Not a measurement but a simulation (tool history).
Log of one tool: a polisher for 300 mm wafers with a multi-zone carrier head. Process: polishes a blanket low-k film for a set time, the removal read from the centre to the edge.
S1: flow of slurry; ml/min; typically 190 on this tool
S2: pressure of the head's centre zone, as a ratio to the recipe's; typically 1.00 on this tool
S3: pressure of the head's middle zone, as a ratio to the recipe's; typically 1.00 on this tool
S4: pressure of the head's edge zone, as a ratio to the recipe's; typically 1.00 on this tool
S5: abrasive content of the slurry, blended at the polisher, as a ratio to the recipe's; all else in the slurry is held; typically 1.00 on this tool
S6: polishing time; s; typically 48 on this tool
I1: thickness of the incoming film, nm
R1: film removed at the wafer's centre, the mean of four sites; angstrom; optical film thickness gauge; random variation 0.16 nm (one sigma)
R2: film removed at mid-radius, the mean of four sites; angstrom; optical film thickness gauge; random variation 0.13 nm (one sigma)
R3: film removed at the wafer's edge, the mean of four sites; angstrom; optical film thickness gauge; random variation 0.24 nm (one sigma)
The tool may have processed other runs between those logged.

| run | day | S1 | S2 | S3 | S4 | S5 | S6 | I1 | R1 | R2 | R3 |
|---|---|---|---|---|---|---|---|---|---|---|---|
| 1 | 0.000 | 190 | 1.00 | 1.00 | 1.00 | 1.00 | 48 | 570.0 | 183 | 189 | 190 |
|  | 0.346 | worn pad replaced by a new one |
| 2 | 1.017 | 190 | 1.00 | 1.00 | 1.00 | 1.00 | 48 | 566.6 | 182 | 190 | 188 |
| 3 | 2.204 | 190 | 1.00 | 1.00 | 1.00 | 1.00 | 48 | 573.8 | 183 | 189 | 184 |
| 4 | 2.775 | 190 | 1.00 | 1.00 | 1.00 | 1.00 | 48 | 571.1 | 184 | 188 | 186 |
| 5 | 3.825 | 190 | 1.00 | 1.00 | 1.00 | 1.00 | 48 | 568.2 | 180 | 190 | 184 |
| 6 | 4.654 | 190 | 1.00 | 1.00 | 1.00 | 1.00 | 48 | 567.9 | 181 | 189 | 182 |
|  | 5.192 | worn pad replaced by a new one |
| 7 | 6.129 | 190 | 1.00 | 1.00 | 1.00 | 1.00 | 48 | 567.4 | 179 | 188 | 182 |
| 8 | 6.633 | 190 | 1.00 | 1.00 | 1.00 | 1.00 | 48 | 575.4 | 184 | 190 | 186 |
| 9 | 7.946 | 190 | 1.00 | 1.00 | 1.00 | 1.00 | 48 | 572.3 | 182 | 190 | 187 |
| 10 | 8.483 | 190 | 1.09 | 1.00 | 1.00 | 1.00 | 35 | 567.2 | 145 | 138 | 137 |
| 11 | 9.229 | 240 | 1.00 | 1.06 | 1.00 | 1.00 | 64 | 569.5 | 255 | 275 | 255 |
| 12 | 10.125 | 190 | 1.00 | 1.00 | 1.00 | 1.00 | 48 | 572.3 | 184 | 192 | 189 |
| 13 | 11.025 | 190 | 1.00 | 1.00 | 1.00 | 1.00 | 48 | 562.3 | 182 | 186 | 187 |
|  | 11.504 | edge zone pressure recalibrated |
|  | 11.558 | worn pad replaced by a new one |
|  | 11.838 | slurry nozzle cleaned |
| 14 | 11.912 | 190 | 1.00 | 1.00 | 1.00 | 1.00 | 48 | 567.1 | 184 | 189 | 183 |
| 15 | 16.042 | 190 | 1.00 | 0.91 | 0.88 | 1.15 | 48 | 574.3 | 199 | 191 | 190 |
| 16 | 16.962 | 190 | 1.00 | 1.00 | 0.90 | 1.00 | 48 | 567.7 | 183 | 191 | 177 |
|  | 17.883 | worn pad replaced by a new one |
| 17 | 18.171 | 190 | 1.05 | 1.00 | 1.00 | 1.00 | 48 | 561.4 | 191 | 188 | 190 |
|  | 18.267 | centre zone pressure recalibrated |
| 18 | 19.292 | 215 | 1.00 | 0.90 | 1.00 | 0.85 | 48 | 569.9 | 167 | 154 | 165 |
|  | 19.862 | carrier head's membrane replaced by a new one |
| 19 | 20.088 | 165 | 1.00 | 1.05 | 1.05 | 1.00 | 56 | 556.7 | 206 | 225 | 222 |
| 20 | 22.896 | 130 | 1.00 | 0.92 | 1.00 | 1.00 | 48 | 573.0 | 169 | 163 | 175 |
|  | 23.329 | edge zone pressure recalibrated |
|  | 23.608 | worn pad replaced by a new one |
| 21 | 26.867 | 190 | 1.00 | 1.00 | 0.92 | 1.00 | 48 | 566.9 | 184 | 188 | 179 |

Give the tool's hidden conditions for every run:
removal rate lost through wear of the pad, %: 0 at every run
slurry flow missing at the pad, %: 0 at every run
deviation of the centre zone's pressure from its setpoint, %: 0 at every run
deviation of the edge zone's pressure from its setpoint, %: 0 at every run
